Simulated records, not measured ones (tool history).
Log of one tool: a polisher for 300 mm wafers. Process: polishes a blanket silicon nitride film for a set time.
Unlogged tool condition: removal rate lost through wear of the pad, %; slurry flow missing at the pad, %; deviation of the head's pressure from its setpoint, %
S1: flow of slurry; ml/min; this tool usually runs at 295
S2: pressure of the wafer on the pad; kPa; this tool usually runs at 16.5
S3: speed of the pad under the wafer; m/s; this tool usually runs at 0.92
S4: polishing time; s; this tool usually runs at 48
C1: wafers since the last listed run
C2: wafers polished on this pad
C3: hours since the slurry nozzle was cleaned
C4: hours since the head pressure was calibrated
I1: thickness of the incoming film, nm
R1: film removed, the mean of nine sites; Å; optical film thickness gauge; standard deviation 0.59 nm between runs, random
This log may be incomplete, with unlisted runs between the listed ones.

| run | day | S1 | S2 | S3 | S4 | C1 | C2 | C3 | C4 | I1 | R1 |
|---|---|---|---|---|---|---|---|---|---|---|---|
| 1 | 0 | 295 | 16.5 | 0.92 | 48 | 0 | 142 | 481 | 912.7 | 942 | 540 |
| 2 | 0.271 | 250 | 16.5 | 0.92 | 48 | 50 | 192 | 487.5 | 919.2 | 922.2 | 533 |
| 3 | 0.546 | 250 | 16.5 | 0.92 | 48 | 51 | 244 | 494.1 | 925.8 | 918.7 | 532 |
| 4 | 1.1 | 250 | 16.5 | 0.92 | 48 | 103 | 347 | 507.4 | 939.1 | 925.6 | 525 |
| 5 | 1.742 | 295 | 16.5 | 0.66 | 35 | 119 | 467 | 522.8 | 954.5 | 930.6 | 302 |
| 6 | 2.308 | 295 | 16.5 | 0.66 | 35 | 105 | 573 | 536.4 | 968.1 | 931 | 301 |
| 7 | 2.992 | 295 | 16.5 | 0.66 | 35 | 127 | 701 | 552.8 | 984.5 | 924.2 | 301 |
| 8 | 3.258 | 295 | 13.1 | 0.92 | 43 | 49 | 751 | 559.2 | 990.9 | 928.4 | 386 |
| 9 | 4.521 | 295 | 13.1 | 0.92 | 43 | 235 | 987 | 589.5 | 1021.2 | 927.6 | 382 |
|  | 4.829 | worn pad replaced by a new one |
| 10 | 5.138 | 295 | 16.5 | 0.92 | 48 | 84 | 57 | 604.3 | 1036 | 922.5 | 532 |
| 11 | 5.858 | 295 | 16.5 | 0.92 | 48 | 134 | 192 | 621.6 | 1053.3 | 921.2 | 530 |
| 12 | 6.346 | 295 | 16.5 | 0.92 | 48 | 91 | 283 | 633.3 | 1065 | 932.4 | 535 |
| 13 | 6.696 | 295 | 16.5 | 0.92 | 48 | 65 | 349 | 641.7 | 1073.4 | 937.9 | 527 |
| 14 | 7.242 | 295 | 13.8 | 0.92 | 48 | 102 | 451 | 654.8 | 1086.5 | 920.1 | 442 |
|  | 7.417 | slurry nozzle cleaned |
| 15 | 7.871 | 255 | 16.5 | 0.72 | 57 | 109 | 560 | 10.9 | 1101.6 | 930.4 | 512 |
| 16 | 8.342 | 295 | 16.5 | 0.92 | 48 | 88 | 648 | 22.2 | 1112.9 | 926.2 | 532 |
| 17 | 8.875 | 295 | 16.5 | 0.92 | 48 | 99 | 748 | 35 | 1125.7 | 927.7 | 537 |
|  | 8.992 | head pressure recalibrated |
|  | 9.558 | worn pad replaced by a new one |
| 18 | 9.579 | 395 | 16.5 | 0.76 | 37 | 84 | 3 | 51.9 | 14.1 | 918.6 | 406 |
| 19 | 9.904 | 235 | 12.4 | 0.92 | 43 | 60 | 64 | 59.7 | 21.9 | 918.2 | 395 |
| 20 | 10.362 | 205 | 16.5 | 0.8 | 48 | 85 | 150 | 70.7 | 32.9 | 932.6 | 528 |
| 21 | 10.95 | 355 | 11.7 | 1.16 | 61 | 109 | 259 | 84.8 | 47 | 929.3 | 655 |
| 22 | 11.55 | 295 | 16.5 | 0.92 | 48 | 112 | 372 | 99.2 | 61.4 | 931.6 | 606 |
| 23 | 11.838 | 295 | 21.4 | 1.06 | 48 | 53 | 425 | 106.1 | 68.3 | 908.4 | 870 |
| 24 | 12.154 | 295 | 16.5 | 0.92 | 48 | 59 | 484 | 113.7 | 75.9 | 933 | 601 |
| 25 | 12.479 | 365 | 13.8 | 0.66 | 43 | 60 | 545 | 121.5 | 83.7 | 936.6 | 344 |
| 26 | 12.775 | 230 | 19.3 | 0.92 | 48 | 55 | 601 | 128.6 | 90.8 | 930.4 | 673 |

4 ways to go on from here, each from the tool as it stands after run 26. What would each give?
| A | 12.792 | 295 | 16.5 | 0.92 | 54 | 3 | 604 | 129 | 91.2 | 933.4 | ? |
| B | 12.792 | 265 | 11.7 | 0.92 | 48 | 3 | 604 | 129 | 91.2 | 933.4 | ? |
| C | 12.792 | 200 | 13.8 | 0.92 | 48 | 3 | 604 | 129 | 91.2 | 933.4 | ? |
| D | 12.792 | 370 | 15.2 | 1.04 | 48 | 3 | 604 | 129 | 91.2 | 933.4 | ? |

| run | R1 |
|---|---|
| A | 659 |
| B | 412 |
| C | 477 |
| D | 600 |
Stripped of hidden state, with their random variation kept, the same runs would have yielded:
| run | R1 |
|---|---|
| A | 676 |
| B | 423 |
| C | 490 |
| D | 615 |
